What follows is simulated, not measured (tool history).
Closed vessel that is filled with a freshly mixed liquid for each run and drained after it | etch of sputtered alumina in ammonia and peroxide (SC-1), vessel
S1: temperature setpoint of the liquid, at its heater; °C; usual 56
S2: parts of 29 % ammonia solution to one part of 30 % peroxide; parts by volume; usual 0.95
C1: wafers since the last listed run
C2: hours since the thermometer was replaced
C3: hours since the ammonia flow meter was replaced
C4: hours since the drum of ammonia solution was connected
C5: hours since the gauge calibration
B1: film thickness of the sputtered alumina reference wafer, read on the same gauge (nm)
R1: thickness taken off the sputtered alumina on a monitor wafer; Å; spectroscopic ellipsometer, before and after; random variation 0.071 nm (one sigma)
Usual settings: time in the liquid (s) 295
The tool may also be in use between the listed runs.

{"run": 1, "hour": 0.0, "S1": 56, "S2": 0.6, "time in the liquid (s)": 210, "C1": 0, "C2": 231, "C3": 826.3, "C4": 576.7, "C5": 982.8, "B1": 29.97, "R1": 197.1}
{"run": 2, "hour": 53.8, "S1": 56, "S2": 0.65, "time in the liquid (s)": 295, "C1": 6277, "C2": 284.8, "C3": 880.1, "C4": 630.5, "C5": 1036.6, "B1": 30.03, "R1": 279.5}
{"run": 3, "hour": 161.0, "S1": 56, "S2": 0.65, "time in the liquid (s)": 295, "C1": 12508, "C2": 392, "C3": 987.3, "C4": 737.7, "C5": 1143.8, "B1": 30.02, "R1": 280.6}
{"run": 4, "hour": 220.5, "S1": 56, "S2": 0.95, "time in the liquid (s)": 295, "C1": 6942, "C2": 451.5, "C3": 1046.8, "C4": 797.2, "C5": 1203.3, "B1": 30.02, "R1": 289.2}
{"run": 5, "hour": 261.0, "S1": 56, "S2": 0.95, "time in the liquid (s)": 295, "C1": 4725, "C2": 492, "C3": 1087.3, "C4": 837.7, "C5": 1243.8, "B1": 30, "R1": 290.5}
{"run": 6, "hour": 357.9, "S1": 56, "S2": 0.8, "time in the liquid (s)": 295, "C1": 11306, "C2": 588.9, "C3": 1184.2, "C4": 934.6, "C5": 1340.7, "B1": 30.02, "R1": 286.5}
{"hour": 368.3, "done": "ammonia flow meter replaced"}
{"run": 7, "hour": 441.3, "S1": 56, "S2": 0.8, "time in the liquid (s)": 295, "C1": 9614, "C2": 672.3, "C3": 73, "C4": 1018, "C5": 1424.1, "B1": 30, "R1": 285.7}
{"run": 8, "hour": 549.3, "S1": 48, "S2": 0.95, "time in the liquid (s)": 340, "C1": 12601, "C2": 780.3, "C3": 181, "C4": 1126, "C5": 1532.1, "B1": 30, "R1": 217.4}
{"hour": 566.8, "done": "new drum of ammonia solution connected"}
{"run": 9, "hour": 643.6, "S1": 56, "S2": 0.95, "time in the liquid (s)": 295, "C1": 10886, "C2": 874.6, "C3": 275.3, "C4": 76.8, "C5": 1626.4, "B1": 29.99, "R1": 293.6}
{"run": 10, "hour": 723.1, "S1": 52.5, "S2": 0.7, "time in the liquid (s)": 360, "C1": 9276, "C2": 954.1, "C3": 354.8, "C4": 156.3, "C5": 1705.9, "B1": 29.99, "R1": 289.5}
{"run": 11, "hour": 932.9, "S1": 56, "S2": 0.95, "time in the liquid (s)": 295, "C1": 24480, "C2": 1163.9, "C3": 564.6, "C4": 366.1, "C5": 1915.7, "B1": 30, "R1": 296.8}
{"hour": 986.2, "done": "thermometer replaced"}
{"run": 12, "hour": 996.9, "S1": 51, "S2": 0.95, "time in the liquid (s)": 295, "C1": 7351, "C2": 10.7, "C3": 628.6, "C4": 430.1, "C5": 1979.7, "B1": 30, "R1": 221}
{"run": 13, "hour": 1047.1, "S1": 56, "S2": 0.95, "time in the liquid (s)": 410, "C1": 5857, "C2": 60.9, "C3": 678.8, "C4": 480.3, "C5": 2029.9, "B1": 30, "R1": 401.5}
{"hour": 1081.5, "done": "gauge calibrated"}
{"run": 14, "hour": 1134.5, "S1": 56, "S2": 0.65, "time in the liquid (s)": 375, "C1": 10198, "C2": 148.3, "C3": 766.2, "C4": 567.7, "C5": 53, "B1": 30.02, "R1": 354.4}
{"run": 15, "hour": 1218.9, "S1": 56, "S2": 0.95, "time in the liquid (s)": 295, "C1": 9848, "C2": 232.7, "C3": 850.6, "C4": 652.1, "C5": 137.4, "B1": 30.02, "R1": 289.1}
{"run": 16, "hour": 1259.8, "S1": 49, "S2": 0.75, "time in the liquid (s)": 400, "C1": 4772, "C2": 273.6, "C3": 891.5, "C4": 693, "C5": 178.3, "B1": 30, "R1": 262.9}
{"run": 17, "hour": 1342.0, "S1": 49, "S2": 1.1, "time in the liquid (s)": 350, "C1": 9591, "C2": 355.8, "C3": 973.7, "C4": 775.2, "C5": 260.5, "B1": 29.99, "R1": 237.8}
{"hour": 1443.6, "done": "ammonia flow meter replaced"}
{"run": 18, "hour": 1444.1, "S1": 49.5, "S2": 0.95, "time in the liquid (s)": 360, "C1": 11796, "C2": 457.9, "C3": 0.5, "C4": 877.3, "C5": 362.6, "B1": 30.01, "R1": 248.8}
{"run": 19, "hour": 1493.3, "S1": 51.5, "S2": 0.95, "time in the liquid (s)": 295, "C1": 5740, "C2": 507.1, "C3": 49.7, "C4": 926.5, "C5": 411.8, "B1": 30.03, "R1": 227.5}
{"run": 20, "hour": 1550.9, "S1": 51.5, "S2": 1.1, "time in the liquid (s)": 210, "C1": 6720, "C2": 564.7, "C3": 107.3, "C4": 984.1, "C5": 469.4, "B1": 30, "R1": 164.5}
{"hour": 1628.7, "done": "new drum of ammonia solution connected"}
{"run": 21, "hour": 1649.1, "S1": 65, "S2": 0.95, "time in the liquid (s)": 295, "C1": 11341, "C2": 662.9, "C3": 205.5, "C4": 20.4, "C5": 567.6, "B1": 30.02, "R1": 462.9}
{"run": 22, "hour": 1718.9, "S1": 56, "S2": 0.95, "time in the liquid (s)": 295, "C1": 8144, "C2": 732.7, "C3": 275.3, "C4": 90.2, "C5": 637.4, "B1": 30.02, "R1": 293.8}
{"run": 23, "hour": 1768.6, "S1": 56, "S2": 0.95, "time in the liquid (s)": 295, "C1": 5799, "C2": 782.4, "C3": 325, "C4": 139.9, "C5": 687.1, "B1": 30.02, "R1": 294.2}
{"run": 24, "hour": 1865.6, "S1": 59.5, "S2": 0.95, "time in the liquid (s)": 160, "C1": 11318, "C2": 879.4, "C3": 422, "C4": 236.9, "C5": 784.1, "B1": 29.99, "R1": 190.7}
{"run": 25, "hour": 1917.7, "S1": 56, "S2": 0.6, "time in the liquid (s)": 210, "C1": 6079, "C2": 931.5, "C3": 474.1, "C4": 289, "C5": 836.2, "B1": 30.02, "R1": 200}
{"run": 26, "hour": 1960.7, "S1": 52, "S2": 0.75, "time in the liquid (s)": 170, "C1": 5017, "C2": 974.5, "C3": 517.1, "C4": 332, "C5": 879.2, "B1": 29.99, "R1": 134.4}
{"run": 27, "hour": 2044.9, "S1": 64, "S2": 0.95, "time in the liquid (s)": 360, "C1": 9824, "C2": 1058.7, "C3": 601.3, "C4": 416.2, "C5": 963.4, "B1": 29.99, "R1": 541.2}

Measured less the same run without the tool's hidden state. The same run-to-run variation is in both; the gauge's scatter may not be:
The hidden state here: liquid hotter than its thermometer reads (K); ammonia flow above the setpoint (%); ammonia solution weaker than its label (%); gauge reads high (%).
run=1 R1=-0.7
run=2 R1=-1.1
run=3 R1=-0.8
run=4 R1=-0.8
run=5 R1=-0.7
run=6 R1=-0.7
run=7 R1=-0.5
run=8 R1=-0.2
run=9 R1=+3.6
run=10 R1=+3.9
run=11 R1=+4.2
run=12 R1=-1.5
run=13 R1=-2.8
run=14 R1=-2.2
run=15 R1=-1.7
run=16 R1=-1.4
run=17 R1=-1.2
run=18 R1=-1.1
run=19 R1=-0.9
run=20 R1=-0.7
run=21 R1=+4.2
run=22 R1=+2.9
run=23 R1=+3.1
run=24 R1=+2
run=25 R1=+2.2
run=26 R1=+1.6
run=27 R1=+5.7

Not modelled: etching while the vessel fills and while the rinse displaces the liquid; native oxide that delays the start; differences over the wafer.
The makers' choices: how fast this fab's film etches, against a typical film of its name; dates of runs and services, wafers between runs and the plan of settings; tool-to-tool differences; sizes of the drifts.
